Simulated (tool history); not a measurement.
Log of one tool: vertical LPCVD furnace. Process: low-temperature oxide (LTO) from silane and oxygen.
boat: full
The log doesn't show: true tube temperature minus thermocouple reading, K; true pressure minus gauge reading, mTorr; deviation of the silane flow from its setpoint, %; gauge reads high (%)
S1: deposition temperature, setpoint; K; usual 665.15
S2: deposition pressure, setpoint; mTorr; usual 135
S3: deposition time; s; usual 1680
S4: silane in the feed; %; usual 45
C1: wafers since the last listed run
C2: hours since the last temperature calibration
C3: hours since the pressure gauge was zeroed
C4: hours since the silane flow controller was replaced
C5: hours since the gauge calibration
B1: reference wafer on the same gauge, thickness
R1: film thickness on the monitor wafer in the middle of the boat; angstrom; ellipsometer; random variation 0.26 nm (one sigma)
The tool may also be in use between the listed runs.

Run 1, hour 0.0: usual settings; C1 0; C2 4477.7; C3 1197.6; C4 3335.5; C5 225.6; B1 203.13. Result: R1 1692.5 angstrom.
At hour 12.8: gauge calibrated.
Run 2, hour 14.2: usual settings but S4 50 %; C1 174; C2 4491.9; C3 1211.8; C4 3349.7; C5 1.4; B1 202.97. Result: R1 1880.6 angstrom.
Run 3, hour 27.2: usual settings but S4 50 %; C1 159; C2 4504.9; C3 1224.8; C4 3362.7; C5 14.4; B1 202.97. Result: R1 1874.6 angstrom.
Run 4, hour 47.0: usual settings; C1 243; C2 4524.7; C3 1244.6; C4 3382.5; C5 34.2; B1 203.05. Result: R1 1692.9 angstrom.
Run 5, hour 65.8: usual settings; C1 231; C2 4543.5; C3 1263.4; C4 3401.3; C5 53.0; B1 203.07. Result: R1 1691.6 angstrom.
Run 6, hour 111.5: usual settings but S2 150 mTorr; C1 561; C2 4589.2; C3 1309.1; C4 3447.0; C5 98.7; B1 202.98. Result: R1 1880.5 angstrom.
Run 7, hour 118.5: usual settings but S1 660.15 K; C1 86; C2 4596.2; C3 1316.1; C4 3454.0; C5 105.7; B1 202.99. Result: R1 1597.2 angstrom.
Run 8, hour 136.6: usual settings but S1 660.15 K; C1 222; C2 4614.3; C3 1334.2; C4 3472.1; C5 123.8; B1 203.06. Result: R1 1597.0 angstrom.
Run 9, hour 145.0: usual settings but S2 145 mTorr; C1 103; C2 4622.7; C3 1342.6; C4 3480.5; C5 132.2; B1 202.91. Result: R1 1817.4 angstrom.
Run 10, hour 157.8: usual settings; C1 157; C2 4635.5; C3 1355.4; C4 3493.3; C5 145.0; B1 203.04. Result: R1 1684.3 angstrom.
Run 11, hour 164.9: usual settings; C1 87; C2 4642.6; C3 1362.5; C4 3500.4; C5 152.1; B1 202.93. Result: R1 1686.8 angstrom.
Run 12, hour 178.3: usual settings; C1 164; C2 4656.0; C3 1375.9; C4 3513.8; C5 165.5; B1 202.94. Result: R1 1685.7 angstrom.
At hour 207.8: pressure gauge zeroed.
At hour 214.5: gauge calibrated.
At hour 227.7: thermocouples replaced and temperature profile calibrated.
At hour 237.8: silane flow controller replaced.
Run 13, hour 238.3: usual settings but S1 657.15 K, S2 160 mTorr, S3 2340 s; C1 74; C2 10.6; C3 30.5; C4 0.5; C5 23.8; B1 203.00. Result: R1 2622.8 angstrom.
Run 14, hour 243.0: usual settings but S1 660.15 K; C1 57; C2 15.3; C3 35.2; C4 5.2; C5 28.5; B1 202.96. Result: R1 1645.1 angstrom.
Run 15, hour 247.8: usual settings but S1 673.15 K, S2 170 mTorr, S3 2130 s, S4 40 %; C1 58; C2 20.1; C3 40.0; C4 10.0; C5 33.3; B1 203.02. Result: R1 2661.6 angstrom.
Run 16, hour 252.6: usual settings but S2 120 mTorr, S3 1110 s; C1 58; C2 24.9; C3 44.8; C4 14.8; C5 38.1; B1 202.98. Result: R1 1019.9 angstrom.
Run 17, hour 257.3: usual settings but S1 668.15 K; C1 57; C2 29.6; C3 49.5; C4 19.5; C5 42.8; B1 203.07. Result: R1 1795.9 angstrom.
Run 18, hour 262.1: usual settings; C1 58; C2 34.4; C3 54.3; C4 24.3; C5 47.6; B1 203.03. Result: R1 1742.4 angstrom.
Run 19, hour 269.6: usual settings but S2 160 mTorr, S3 2070 s; C1 92; C2 41.9; C3 61.8; C4 31.8; C5 55.1; B1 203.05. Result: R1 2540.3 angstrom.
Run 20, hour 278.9: usual settings but S2 125 mTorr, S4 40 %; C1 114; C2 51.2; C3 71.1; C4 41.1; C5 64.4; B1 203.02. Result: R1 1408.0 angstrom.
Run 21, hour 312.4: usual settings but S1 662.15 K, S3 1500 s; C1 411; C2 84.7; C3 104.6; C4 74.6; C5 97.9; B1 203.09. Result: R1 1497.4 angstrom.
Run 22, hour 325.0: usual settings but S1 671.15 K, S2 170 mTorr; C1 154; C2 97.3; C3 117.2; C4 87.2; C5 110.5; B1 202.94. Result: R1 2338.2 angstrom.

Forecast each of these 5 alternatives for the next run:
Run A, hour 329.9: usual settings but S1 654.15 K; C1 60; C2 102.2; C3 122.1; C4 92.1; C5 115.4; B1 ?. Result: R1 ?.
Run B, hour 329.9: usual settings but S1 654.15 K, S2 105 mTorr, S4 50 %; C1 60; C2 102.2; C3 122.1; C4 92.1; C5 115.4; B1 ?. Result: R1 ?.
Run C, hour 329.9: usual settings but S1 671.15 K, S2 145 mTorr, S3 1860 s, S4 36 %; C1 60; C2 102.2; C3 122.1; C4 92.1; C5 115.4; B1 ?. Result: R1 ?.
Run D, hour 329.9: usual settings but S1 658.15 K, S2 145 mTorr, S3 2340 s, S4 41 %; C1 60; C2 102.2; C3 122.1; C4 92.1; C5 115.4; B1 ?. Result: R1 ?.
Run E, hour 329.9: usual settings but S1 674.15 K, S2 150 mTorr, S4 50 %; C1 60; C2 102.2; C3 122.1; C4 92.1; C5 115.4; B1 ?. Result: R1 ?.

run      B1      R1
  A  202.98  1538.1
  B  202.98  1325.8
  C  202.98  1696.3
  D  202.98  2165.3
  E  202.98  2349.8
Without the tool's hidden state the same runs would have given:
run      R1
  A  1555.2
  B  1344.8
  C  1713.9
  D  2187.8
  E  2373.4
